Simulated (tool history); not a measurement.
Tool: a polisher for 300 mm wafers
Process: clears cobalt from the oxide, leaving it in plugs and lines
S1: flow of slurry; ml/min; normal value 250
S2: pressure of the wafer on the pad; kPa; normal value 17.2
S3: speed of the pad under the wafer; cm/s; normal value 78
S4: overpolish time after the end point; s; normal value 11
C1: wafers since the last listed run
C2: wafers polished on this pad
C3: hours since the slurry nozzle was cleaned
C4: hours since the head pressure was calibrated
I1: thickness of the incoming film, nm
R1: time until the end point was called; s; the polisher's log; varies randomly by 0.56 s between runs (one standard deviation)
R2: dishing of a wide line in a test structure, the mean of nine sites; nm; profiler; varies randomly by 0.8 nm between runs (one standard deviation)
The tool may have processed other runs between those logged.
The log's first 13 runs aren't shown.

run,hour,S1,S2,S3,S4,C1,C2,C3,C4,I1,R1,R2
# hour 406.4: worn pad replaced by a new one
14,406.9,250,17.2,78,11,177,3,180.0,74.5,217.7,47.5,39.7
15,423.7,250,17.2,78,13,146,150,196.8,91.3,220.8,47.3,43.8
16,458.5,250,17.2,78,7,302,453,231.6,126.1,218.5,46.6,28.8
17,480.2,285,17.2,78,8,188,642,253.3,147.8,220.9,45.0,31.0
18,503.7,335,21.4,90,5,204,846,276.8,171.3,220.5,32.1,28.8
# hour 528.1: slurry nozzle cleaned
19,535.0,335,21.4,90,5,263,1110,6.9,202.6,219.3,32.3,28.2
20,552.3,300,20.7,78,11,150,1260,24.2,219.9,216.6,36.7,44.8
# hour 559.6: worn pad replaced by a new one
21,571.8,250,17.2,78,11,134,106,43.7,239.4,217.1,45.6,40.5
22,598.6,250,15.9,100,6,233,339,70.5,266.2,221.5,40.8,28.1
23,618.1,250,17.2,78,11,169,509,90.0,285.7,219.2,45.0,40.4
24,639.0,165,13.1,88,11,181,691,110.9,306.6,221.3,56.5,34.9
25,657.5,250,17.2,68,7,161,852,129.4,325.1,219.9,49.6,26.5
26,671.3,250,17.2,78,11,120,972,143.2,338.9,220.7,43.6,42.1
27,695.7,250,21.4,66,11,212,1184,167.6,363.3,219.9,40.2,43.6
28,718.7,250,12.4,56,11,200,1385,190.6,386.3,220.5,76.4,27.4
# hour 736.2: worn pad replaced by a new one
29,746.0,320,17.2,78,14,202,85,217.9,413.6,219.3,41.3,52.2
# hour 770.8: slurry nozzle cleaned
30,778.4,250,17.2,78,11,273,358,7.6,446.0,218.5,42.9,43.6

Below are 3 alternative next runs, each starting from the tool's condition after run 30. Predict each:
A,778.8,250,17.2,78,11,3,362,8.0,446.4,222.1,?,?
B,778.8,195,17.2,92,11,3,362,8.0,446.4,222.1,?,?
C,778.8,250,15.2,68,11,3,362,8.0,446.4,222.1,?,?

run,R1,R2
A,44.0,43.0
B,39.8,46.1
C,55.2,36.3
The same runs, with their run-to-run variation unchanged, on a tool lacking any hidden condition would have given:
run,R1,R2
A,47.6,40.5
B,43.2,43.6
C,59.8,34.1
